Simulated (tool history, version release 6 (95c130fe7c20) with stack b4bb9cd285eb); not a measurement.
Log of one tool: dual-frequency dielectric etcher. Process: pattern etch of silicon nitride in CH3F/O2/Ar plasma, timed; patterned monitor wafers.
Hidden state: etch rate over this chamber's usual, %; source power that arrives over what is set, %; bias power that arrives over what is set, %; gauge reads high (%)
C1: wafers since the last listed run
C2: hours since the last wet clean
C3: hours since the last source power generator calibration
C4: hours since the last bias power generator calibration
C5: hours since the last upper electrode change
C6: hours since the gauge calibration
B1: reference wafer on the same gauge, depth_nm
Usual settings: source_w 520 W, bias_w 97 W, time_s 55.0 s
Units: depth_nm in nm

{"run": 1, "hour": 0.0, "source_w": 520, "bias_w": 115, "time_s": 55.0, "C1": 0, "C2": 333.0, "C3": 2098.5, "C4": 665.1, "C5": 3514.5, "C6": 256.4, "B1": 53.19, "depth_nm": 46.31}
{"hour": 48.2, "done": "wet clean of the chamber"}
{"run": 2, "hour": 191.3, "source_w": 520, "bias_w": 115, "time_s": 55.0, "C1": 1813, "C2": 143.1, "C3": 2289.8, "C4": 856.4, "C5": 3705.8, "C6": 447.7, "B1": 53.21, "depth_nm": 46.42}
{"run": 3, "hour": 246.2, "source_w": 520, "bias_w": 115, "time_s": 55.0, "C1": 595, "C2": 198.0, "C3": 2344.7, "C4": 911.3, "C5": 3760.7, "C6": 502.6, "B1": 53.21, "depth_nm": 46.42}
{"run": 4, "hour": 289.6, "source_w": 520, "bias_w": 97, "time_s": 55.0, "C1": 470, "C2": 241.4, "C3": 2388.1, "C4": 954.7, "C5": 3804.1, "C6": 546.0, "B1": 53.21, "depth_nm": 44.65}
{"run": 5, "hour": 329.0, "source_w": 520, "bias_w": 97, "time_s": 64.5, "C1": 427, "C2": 280.8, "C3": 2427.5, "C4": 994.1, "C5": 3843.5, "C6": 585.4, "B1": 53.21, "depth_nm": 52.16}
{"run": 6, "hour": 403.6, "source_w": 520, "bias_w": 97, "time_s": 64.5, "C1": 808, "C2": 355.4, "C3": 2502.1, "C4": 1068.7, "C5": 3918.1, "C6": 660.0, "B1": 53.22, "depth_nm": 52.34}
{"hour": 476.6, "done": "wet clean of the chamber"}
{"run": 7, "hour": 479.7, "source_w": 520, "bias_w": 97, "time_s": 64.5, "C1": 564, "C2": 3.1, "C3": 2578.2, "C4": 1144.8, "C5": 3994.2, "C6": 736.1, "B1": 53.23, "depth_nm": 52.24}
{"run": 8, "hour": 583.5, "source_w": 520, "bias_w": 97, "time_s": 55.0, "C1": 1125, "C2": 106.9, "C3": 2682.0, "C4": 1248.6, "C5": 4098.0, "C6": 839.9, "B1": 53.2, "depth_nm": 44.73}
{"run": 9, "hour": 680.5, "source_w": 520, "bias_w": 97, "time_s": 55.0, "C1": 1051, "C2": 203.9, "C3": 2779.0, "C4": 1345.6, "C5": 4195.0, "C6": 936.9, "B1": 53.18, "depth_nm": 44.79}
{"run": 10, "hour": 778.9, "source_w": 520, "bias_w": 97, "time_s": 55.0, "C1": 1066, "C2": 302.3, "C3": 2877.4, "C4": 1444.0, "C5": 4293.4, "C6": 1035.3, "B1": 53.21, "depth_nm": 44.7}
{"run": 11, "hour": 880.0, "source_w": 520, "bias_w": 97, "time_s": 55.0, "C1": 1096, "C2": 403.4, "C3": 2978.5, "C4": 1545.1, "C5": 4394.5, "C6": 1136.4, "B1": 53.19, "depth_nm": 44.79}
{"hour": 936.2, "done": "gauge calibrated"}
{"hour": 942.4, "done": "wet clean of the chamber"}
{"run": 12, "hour": 962.5, "source_w": 520, "bias_w": 97, "time_s": 55.0, "C1": 634, "C2": 20.1, "C3": 3061.0, "C4": 1627.6, "C5": 4477.0, "C6": 26.3, "B1": 53.2, "depth_nm": 44.68}
{"hour": 1043.0, "done": "source power generator calibrated"}
{"hour": 1046.1, "done": "bias power generator calibrated"}
{"run": 13, "hour": 1066.3, "source_w": 520, "bias_w": 97, "time_s": 66.5, "C1": 1048, "C2": 123.9, "C3": 23.3, "C4": 20.2, "C5": 4580.8, "C6": 130.1, "B1": 53.19, "depth_nm": 53.63}
{"run": 14, "hour": 1136.2, "source_w": 520, "bias_w": 97, "time_s": 55.0, "C1": 757, "C2": 193.8, "C3": 93.2, "C4": 90.1, "C5": 4650.7, "C6": 200.0, "B1": 53.21, "depth_nm": 44.3}
{"run": 15, "hour": 1176.3, "source_w": 460, "bias_w": 97, "time_s": 55.0, "C1": 434, "C2": 233.9, "C3": 133.3, "C4": 130.2, "C5": 4690.8, "C6": 240.1, "B1": 53.21, "depth_nm": 42.51}
{"run": 16, "hour": 1224.8, "source_w": 520, "bias_w": 104, "time_s": 68.5, "C1": 525, "C2": 282.4, "C3": 181.8, "C4": 178.7, "C5": 4739.3, "C6": 288.6, "B1": 53.21, "depth_nm": 56.07}
{"run": 17, "hour": 1300.6, "source_w": 520, "bias_w": 97, "time_s": 55.0, "C1": 821, "C2": 358.2, "C3": 257.6, "C4": 254.5, "C5": 4815.1, "C6": 364.4, "B1": 53.21, "depth_nm": 44.15}
{"run": 18, "hour": 1355.9, "source_w": 640, "bias_w": 97, "time_s": 55.0, "C1": 599, "C2": 413.5, "C3": 312.9, "C4": 309.8, "C5": 4870.4, "C6": 419.7, "B1": 53.22, "depth_nm": 47.51}
{"hour": 1393.0, "done": "wet clean of the chamber"}
{"hour": 1459.6, "done": "upper electrode replaced"}
{"run": 19, "hour": 1460.1, "source_w": 420, "bias_w": 74, "time_s": 55.0, "C1": 609, "C2": 67.1, "C3": 417.1, "C4": 414.0, "C5": 0.5, "C6": 523.9, "B1": 53.2, "depth_nm": 39.08}
{"run": 20, "hour": 1535.1, "source_w": 520, "bias_w": 105, "time_s": 55.0, "C1": 813, "C2": 142.1, "C3": 492.1, "C4": 489.0, "C5": 75.5, "C6": 598.9, "B1": 53.2, "depth_nm": 45.03}
{"run": 21, "hour": 1580.4, "source_w": 520, "bias_w": 97, "time_s": 41.5, "C1": 491, "C2": 187.4, "C3": 537.4, "C4": 534.3, "C5": 120.8, "C6": 644.2, "B1": 53.21, "depth_nm": 33.47}
{"run": 22, "hour": 1643.3, "source_w": 520, "bias_w": 97, "time_s": 55.0, "C1": 681, "C2": 250.3, "C3": 600.3, "C4": 597.2, "C5": 183.7, "C6": 707.1, "B1": 53.18, "depth_nm": 44.31}
{"run": 23, "hour": 1731.8, "source_w": 520, "bias_w": 97, "time_s": 55.0, "C1": 959, "C2": 338.8, "C3": 688.8, "C4": 685.7, "C5": 272.2, "C6": 795.6, "B1": 53.18, "depth_nm": 44.34}
{"run": 24, "hour": 1785.6, "source_w": 480, "bias_w": 106, "time_s": 64.5, "C1": 583, "C2": 392.6, "C3": 742.6, "C4": 739.5, "C5": 326.0, "C6": 849.4, "B1": 53.2, "depth_nm": 51.61}
{"hour": 1842.0, "done": "wet clean of the chamber"}
{"run": 25, "hour": 1842.5, "source_w": 520, "bias_w": 97, "time_s": 55.0, "C1": 356, "C2": 0.5, "C3": 799.5, "C4": 796.4, "C5": 382.9, "C6": 906.3, "B1": 53.2, "depth_nm": 44.29}

3 ways to go on from here, each from the tool as it stands after run 25. What would each give?
{"run": "A", "hour": 1842.9, "source_w": 520, "bias_w": 97, "time_s": 71.5, "C1": 4, "C2": 0.9, "C3": 799.9, "C4": 796.8, "C5": 383.3, "C6": 906.7, "B1": "?", "depth_nm": "?"}
{"run": "B", "hour": 1842.9, "source_w": 620, "bias_w": 97, "time_s": 48.5, "C1": 4, "C2": 0.9, "C3": 799.9, "C4": 796.8, "C5": 383.3, "C6": 906.7, "B1": "?", "depth_nm": "?"}
{"run": "C", "hour": 1842.9, "source_w": 440, "bias_w": 97, "time_s": 55.0, "C1": 4, "C2": 0.9, "C3": 799.9, "C4": 796.8, "C5": 383.3, "C6": 906.7, "B1": "?", "depth_nm": "?"}

run=A B1=53.18 depth_nm=57.60
run=B B1=53.18 depth_nm=41.52
run=C B1=53.18 depth_nm=41.87
Without the tool's hidden state the same runs would have given:
run=A depth_nm=57.90
run=B depth_nm=41.73
run=C depth_nm=42.09

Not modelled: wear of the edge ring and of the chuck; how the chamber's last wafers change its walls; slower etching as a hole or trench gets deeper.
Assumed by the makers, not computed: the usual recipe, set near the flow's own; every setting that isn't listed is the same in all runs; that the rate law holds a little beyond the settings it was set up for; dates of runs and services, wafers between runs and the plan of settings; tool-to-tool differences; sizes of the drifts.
